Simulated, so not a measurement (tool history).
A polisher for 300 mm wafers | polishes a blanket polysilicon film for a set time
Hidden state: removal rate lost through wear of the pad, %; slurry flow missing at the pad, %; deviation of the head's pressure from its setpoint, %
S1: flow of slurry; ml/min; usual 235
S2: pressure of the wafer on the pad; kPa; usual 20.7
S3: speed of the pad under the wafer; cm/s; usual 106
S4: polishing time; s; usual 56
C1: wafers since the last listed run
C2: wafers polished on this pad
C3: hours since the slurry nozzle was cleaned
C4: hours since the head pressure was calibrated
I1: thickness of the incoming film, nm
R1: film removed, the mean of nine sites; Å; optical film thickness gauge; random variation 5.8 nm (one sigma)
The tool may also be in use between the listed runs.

run    hour   S1    S2   S3  S4    C1    C2     C3     C4      I1    R1
  1       0  235  20.7  106  56     0   765  520.2  154.5  1798.3  3884
  2    50.7  235  20.7  106  56   626  1392  570.9  205.2  1815.8  3705
  3   116.7  235  20.7  106  56   815  2208  636.9  271.2  1804.1  3665
  4   166.9  235  20.7  118  56   620  2828  687.1  321.4  1813.8  3995
      186.3  -- slurry nozzle cleaned
  5   196.7  235  20.7  118  56   355  3184   10.4  351.2  1799.7  4286
        225  -- worn pad replaced by a new one
  6   259.6  235  20.7  118  56   728   427   73.3  414.1  1822.8  4541
      462.1  -- head pressure recalibrated
  7     469  235  20.7  106  56  2563  2990  282.7    6.9  1812.4  3725
        483  -- worn pad replaced by a new one
  8     507  235  20.7  106  56   420   296  320.7   44.9  1808.8  4147
  9     535  270  20.7  106  56   346   642  348.7   72.9  1833.1  4108
 10   568.4  270  20.7  106  56   412  1055  382.1  106.3  1823.5  4013
 11   636.3  270  20.7  106  56   839  1894    450  174.2  1835.9  3854
 12   695.8  235  20.7  134  56   735  2630  509.5  233.7  1832.5  4488
 13   723.6  165  20.7  106  56   343  2973  537.3  261.5  1813.3  3444
      732.2  -- worn pad replaced by a new one
 14   784.4  235  20.7  106  56   702   644  598.1  322.3  1814.8  3938
 15   854.3  235  20.7  106  45   864  1508    668  392.2  1823.8  3098
 16   921.7  235  20.7  138  56   833  2342  735.4  459.6  1786.2  4625
      960.1  -- head pressure recalibrated
 17   960.9  235  26.9  106  56   459  2801  774.6    0.8  1777.4  4428
      981.4  -- slurry nozzle cleaned
 18   985.4  235  20.7  106  56   290  3092      4   25.3  1761.9  4037
     1029.8  -- worn pad replaced by a new one
 19  1039.2  235  20.7  106  56   615   115   57.8   79.1    1804  4170
 20  1097.5  210  26.2  106  56   720   836  116.1  137.4  1813.2  4720
 21  1161.7  235  20.7  106  50   793  1630  180.3  201.6  1771.1  3365
     1290.2  -- worn pad replaced by a new one
 22  1319.4  235  22.8  118  63  1899   360    338  359.3  1819.4  5367
 23  1389.9  165  20.7  106  56   871  1231  408.5  429.8  1808.8  3617
 24  1429.5  235  20.7  106  56   489  1721  448.1  469.4  1807.6  3946
 25  1463.2  235  16.5  136  56   416  2138  481.8  503.1  1819.6  3841

Forecast each of these 5 alternatives for the next run:
  A  1463.6  235  20.7  106  56   4  2142  482.2  503.5  1772.7   ?
  B  1463.6  270  18.6  116  40   4  2142  482.2  503.5  1772.7   ?
  C  1463.6  260  20.7  106  73   4  2142  482.2  503.5  1772.7   ?
  D  1463.6  235  17.2   72  70   4  2142  482.2  503.5  1772.7   ?
  E  1463.6  235  16.5  106  56   4  2142  482.2  503.5  1772.7   ?

run    R1
  A  3810
  B  2774
  C  5052
  D  3106
  E  3248
Without the tool's hidden state the same runs would have given:
run    R1
  A  4452
  B  3214
  C  5867
  D  3629
  E  3795
